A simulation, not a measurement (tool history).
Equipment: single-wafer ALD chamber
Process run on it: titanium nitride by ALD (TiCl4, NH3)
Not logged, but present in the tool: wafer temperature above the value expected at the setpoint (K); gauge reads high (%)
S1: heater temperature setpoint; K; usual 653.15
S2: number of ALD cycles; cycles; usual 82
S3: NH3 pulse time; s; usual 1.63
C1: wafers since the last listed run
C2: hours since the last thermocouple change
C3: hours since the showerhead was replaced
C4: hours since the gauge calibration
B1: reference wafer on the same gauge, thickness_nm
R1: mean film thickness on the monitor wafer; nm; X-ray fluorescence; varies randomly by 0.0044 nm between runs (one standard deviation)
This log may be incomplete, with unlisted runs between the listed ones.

Run 1, hour 0.0: usual settings but S2 73 cycles; C1 0; C2 1401.1; C3 5652.8; C4 440.4; B1 1.632. Result: R1 1.592 nm.
Run 2, hour 26.2: usual settings but S1 657.15 K; C1 68; C2 1427.3; C3 5679.0; C4 466.6; B1 1.632. Result: R1 1.788 nm.
Run 3, hour 75.0: usual settings but S1 657.15 K; C1 128; C2 1476.1; C3 5727.8; C4 515.4; B1 1.634. Result: R1 1.796 nm.
Run 4, hour 124.5: usual settings but S1 657.15 K; C1 130; C2 1525.6; C3 5777.3; C4 564.9; B1 1.636. Result: R1 1.797 nm.
Run 5, hour 194.8: usual settings but S3 1.44 s; C1 185; C2 1595.9; C3 5847.6; C4 635.2; B1 1.638. Result: R1 1.772 nm.
Run 6, hour 224.0: usual settings but S2 75 cycles; C1 76; C2 1625.1; C3 5876.8; C4 664.4; B1 1.638. Result: R1 1.637 nm.
Run 7, hour 258.0: usual settings but S3 1.11 s; C1 89; C2 1659.1; C3 5910.8; C4 698.4; B1 1.638. Result: R1 1.730 nm.
Run 8, hour 408.8: usual settings but S3 1.11 s; C1 396; C2 1809.9; C3 6061.6; C4 849.2; B1 1.642. Result: R1 1.731 nm.
Run 9, hour 447.3: usual settings; C1 101; C2 1848.4; C3 6100.1; C4 887.7; B1 1.642. Result: R1 1.794 nm.
Run 10, hour 514.3: usual settings but S1 648.15 K, S3 1.42 s; C1 176; C2 1915.4; C3 6167.1; C4 954.7; B1 1.643. Result: R1 1.772 nm.
Run 11, hour 540.9: usual settings but S1 648.15 K, S3 1.42 s; C1 70; C2 1942.0; C3 6193.7; C4 981.3; B1 1.643. Result: R1 1.762 nm.
Run 12, hour 605.6: usual settings; C1 170; C2 2006.7; C3 6258.4; C4 1046.0; B1 1.645. Result: R1 1.793 nm.
Run 13, hour 648.9: usual settings; C1 113; C2 2050.0; C3 6301.7; C4 1089.3; B1 1.645. Result: R1 1.808 nm.
Run 14, hour 707.3: usual settings; C1 153; C2 2108.4; C3 6360.1; C4 1147.7; B1 1.646. Result: R1 1.796 nm.
Run 15, hour 765.0: usual settings; C1 151; C2 2166.1; C3 6417.8; C4 1205.4; B1 1.648. Result: R1 1.806 nm.
Run 16, hour 822.7: usual settings but S2 69 cycles; C1 151; C2 2223.8; C3 6475.5; C4 1263.1; B1 1.648. Result: R1 1.520 nm.
Run 17, hour 889.0: usual settings but S2 69 cycles; C1 174; C2 2290.1; C3 6541.8; C4 1329.4; B1 1.648. Result: R1 1.519 nm.
Run 18, hour 933.5: usual settings; C1 117; C2 2334.6; C3 6586.3; C4 1373.9; B1 1.648. Result: R1 1.815 nm.
Run 19, hour 974.5: usual settings but S1 664.15 K, S2 72 cycles, S3 1.31 s; C1 107; C2 2375.6; C3 6627.3; C4 1414.9; B1 1.648. Result: R1 1.576 nm.
Run 20, hour 1026.1: usual settings; C1 135; C2 2427.2; C3 6678.9; C4 1466.5; B1 1.649. Result: R1 1.802 nm.
Run 21, hour 1091.1: usual settings but S2 96 cycles; C1 171; C2 2492.2; C3 6743.9; C4 1531.5; B1 1.648. Result: R1 2.107 nm.
Run 22, hour 1130.7: usual settings but S2 86 cycles, S3 2.17 s; C1 104; C2 2531.8; C3 6783.5; C4 1571.1; B1 1.649. Result: R1 1.932 nm.
At hour 1153.5: thermocouple changed; heater temperature recalibrated.
Run 23, hour 1173.5: usual settings but S1 648.15 K, S3 1.42 s; C1 91; C2 20.0; C3 6826.3; C4 1613.9; B1 1.650. Result: R1 1.778 nm.
Run 24, hour 1208.8: usual settings but S1 639.15 K, S2 72 cycles, S3 2.25 s; C1 92; C2 55.3; C3 6861.6; C4 1649.2; B1 1.651. Result: R1 1.596 nm.
Run 25, hour 1245.5: usual settings but S1 643.15 K, S3 1.37 s; C1 96; C2 92.0; C3 6898.3; C4 1685.9; B1 1.650. Result: R1 1.753 nm.
Run 26, hour 1296.0: usual settings but S1 649.15 K, S3 0.98 s; C1 132; C2 142.5; C3 6948.8; C4 1736.4; B1 1.650. Result: R1 1.696 nm.
At hour 1367.8: showerhead replaced.
Run 27, hour 1368.3: usual settings but S2 75 cycles; C1 169; C2 214.8; C3 0.5; C4 1808.7; B1 1.650. Result: R1 1.662 nm.
At hour 1385.2: gauge calibrated.
Run 28, hour 1405.5: usual settings but S1 659.15 K, S2 92 cycles; C1 97; C2 252.0; C3 37.7; C4 20.3; B1 1.610. Result: R1 1.994 nm.
Run 29, hour 1437.4: usual settings; C1 83; C2 283.9; C3 69.6; C4 52.2; B1 1.611. Result: R1 1.761 nm.
Run 30, hour 1496.4: usual settings but S1 660.15 K, S2 72 cycles; C1 155; C2 342.9; C3 128.6; C4 111.2; B1 1.614. Result: R1 1.563 nm.
Run 31, hour 1558.0: usual settings but S1 660.15 K, S2 74 cycles; C1 162; C2 404.5; C3 190.2; C4 172.8; B1 1.618. Result: R1 1.618 nm.
Run 32, hour 1611.9: usual settings; C1 141; C2 458.4; C3 244.1; C4 226.7; B1 1.621. Result: R1 1.772 nm.
Run 33, hour 1649.7: usual settings but S1 667.15 K, S3 1.42 s; C1 99; C2 496.2; C3 281.9; C4 264.5; B1 1.621. Result: R1 1.785 nm.
Run 34, hour 1682.8: usual settings; C1 87; C2 529.3; C3 315.0; C4 297.6; B1 1.623. Result: R1 1.774 nm.
Run 35, hour 1785.3: usual settings but S1 662.15 K, S2 95 cycles; C1 269; C2 631.8; C3 417.5; C4 400.1; B1 1.626. Result: R1 2.080 nm.
Run 36, hour 1829.9: usual settings; C1 117; C2 676.4; C3 462.1; C4 444.7; B1 1.628. Result: R1 1.775 nm.
Run 37, hour 1855.6: usual settings but S3 1.92 s; C1 67; C2 702.1; C3 487.8; C4 470.4; B1 1.629. Result: R1 1.804 nm.
Run 38, hour 1897.2: usual settings but S1 667.15 K, S3 1.93 s; C1 109; C2 743.7; C3 529.4; C4 512.0; B1 1.630. Result: R1 1.816 nm.
Run 39, hour 1946.5: usual settings; C1 129; C2 793.0; C3 578.7; C4 561.3; B1 1.631. Result: R1 1.783 nm.

Across each entry between runs, compare the hidden state at the last listed run before it with the hidden state at the first listed run after it:
Logged between run 22 and run 23: thermocouple changed; heater temperature recalibrated (hour 1153.5)
  gauge reads high (%): 2.45 -> 2.47
  measured minus no-state result, R1: +0.046 -> +0.043 nm
Logged between run 26 and run 27: showerhead replaced (hour 1367.8)
  gauge reads high (%): 2.51 -> 2.53
  measured minus no-state result, R1: +0.042 -> +0.041 nm
Logged between run 27 and run 28: gauge calibrated (hour 1385.2)
  gauge reads high (%): 2.53 -> 0.0126
  measured minus no-state result, R1: +0.041 -> +0.000 nm
